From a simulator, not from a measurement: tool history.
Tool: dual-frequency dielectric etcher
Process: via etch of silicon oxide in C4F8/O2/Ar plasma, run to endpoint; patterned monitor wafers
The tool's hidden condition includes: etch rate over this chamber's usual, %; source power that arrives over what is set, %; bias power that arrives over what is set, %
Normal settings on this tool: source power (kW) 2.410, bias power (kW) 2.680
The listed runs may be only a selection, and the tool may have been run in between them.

run	day	source power (kW)	bias power (kW)	wafers since the last listed run	hours since the last wet clean	hours since the last source power generator calibration	hours since the last bias power generator calibration	hours since the last upper electrode change	incoming incoming film thickness, nm	endpoint time (s)
1	0.000	2.410	2.924	0	493.8	1906.0	3555.9	3232.9	1085.0	169.3
2	0.658	2.410	2.924	82	509.6	1921.8	3571.7	3248.7	1081.0	167.9
3	1.117	2.410	2.924	57	520.6	1932.8	3582.7	3259.7	1082.4	168.7
4	1.492	2.750	2.680	47	529.6	1941.8	3591.7	3268.7	1076.1	164.8
5	1.962	2.750	2.680	59	540.9	1953.1	3603.0	3280.0	1070.2	163.4
6	2.642	2.750	2.680	85	557.2	1969.4	3619.3	3296.3	1092.2	167.4
7	2.967	2.010	2.680	40	565.0	1977.2	3627.1	3304.1	1088.5	184.6
8	3.312	2.010	2.680	43	573.3	1985.5	3635.4	3312.4	1079.6	184.5
9	4.792	2.010	2.680	186	608.8	2021.0	3670.9	3347.9	1088.0	185.0
10	5.529	2.080	2.680	92	626.5	2038.7	3688.6	3365.6	1077.1	180.0
# day 5.825: bias power generator calibrated
11	5.846	2.080	2.680	18	634.1	2046.3	0.5	3373.2	1080.5	181.4
12	6.317	2.410	2.893	59	645.4	2057.6	11.8	3384.5	1072.3	166.6
13	6.896	2.410	2.924	73	659.3	2071.5	25.7	3398.4	1093.1	169.0

Run 14 has not been measured yet. What should we expect?
14	7.192	2.140	2.901	37	666.4	2078.6	32.8	3405.5	1077.4	?

endpoint time (s): 173.9
The same run, on a tool lacking any hidden state, would have yielded endpoint time (s) 181.8.

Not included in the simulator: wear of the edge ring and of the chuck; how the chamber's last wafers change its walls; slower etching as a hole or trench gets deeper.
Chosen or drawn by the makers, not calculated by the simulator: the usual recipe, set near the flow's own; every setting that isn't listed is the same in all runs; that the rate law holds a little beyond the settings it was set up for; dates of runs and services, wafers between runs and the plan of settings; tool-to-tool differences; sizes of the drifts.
